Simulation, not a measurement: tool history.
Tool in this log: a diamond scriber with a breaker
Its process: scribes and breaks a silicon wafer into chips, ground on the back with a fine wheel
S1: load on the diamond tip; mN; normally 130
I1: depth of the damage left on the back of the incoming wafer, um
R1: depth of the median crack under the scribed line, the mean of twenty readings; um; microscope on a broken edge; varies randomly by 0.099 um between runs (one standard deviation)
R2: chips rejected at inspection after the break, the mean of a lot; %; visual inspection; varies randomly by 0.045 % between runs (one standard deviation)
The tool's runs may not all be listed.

run	hour	S1	I1	R1	R2
1	0	130	1.6	16.24	1.41
2	12.9	108	2.53	13.82	1.64
3	26.6	108	1.83	14.05	1.34
4	33.1	116	2.57	14.74	1.09
5	44.8	130	2.62	16.08	1.42
6	59	159	1.53	18.54	5.34
# hour 68: diamond tip replaced by a new one
7	75.1	159	2.25	19.41	8.09
8	84.1	148	1.84	18.19	5.75
9	91.9	148	2.02	18.21	5.46
10	105.5	148	1.99	18.36	5.48
11	114.7	130	2.36	16.65	2.45
12	120.8	130	2.51	16.61	2.32
13	130.3	130	2.64	16.67	2.16
14	146.5	104	1.91	14.07	1.26
# hour 162.8: load on the tip recalibrated
15	163.3	117	1.94	13.51	2.21
16	168.3	130	2.48	14.66	0.99
17	185.6	130	2.66	14.54	1.08
18	201.5	130	1.93	14.54	0.78
19	218.7	130	1.98	14.57	0.79
20	233.9	113	2.64	13.08	3.2
21	244.5	130	1.78	14.37	0.73
22	261.9	167	2.55	17.54	3.71
23	272.7	146	2.74	15.78	1.48
24	310.6	106	2.34	12.16	6.29
25	320.5	161	2.14	16.77	2.08
26	331.3	130	2.23	14.22	1.15

Run 27 is up next; what results do you expect?
27	341	165	2.3	?	?

{"run 27": {"R1": 16.88, "R2": 2.36}}
Take away the tool's hidden state, keep the run-to-run variation as it was, and the same run would have given R1 17.86 um, R2 4.16 %.
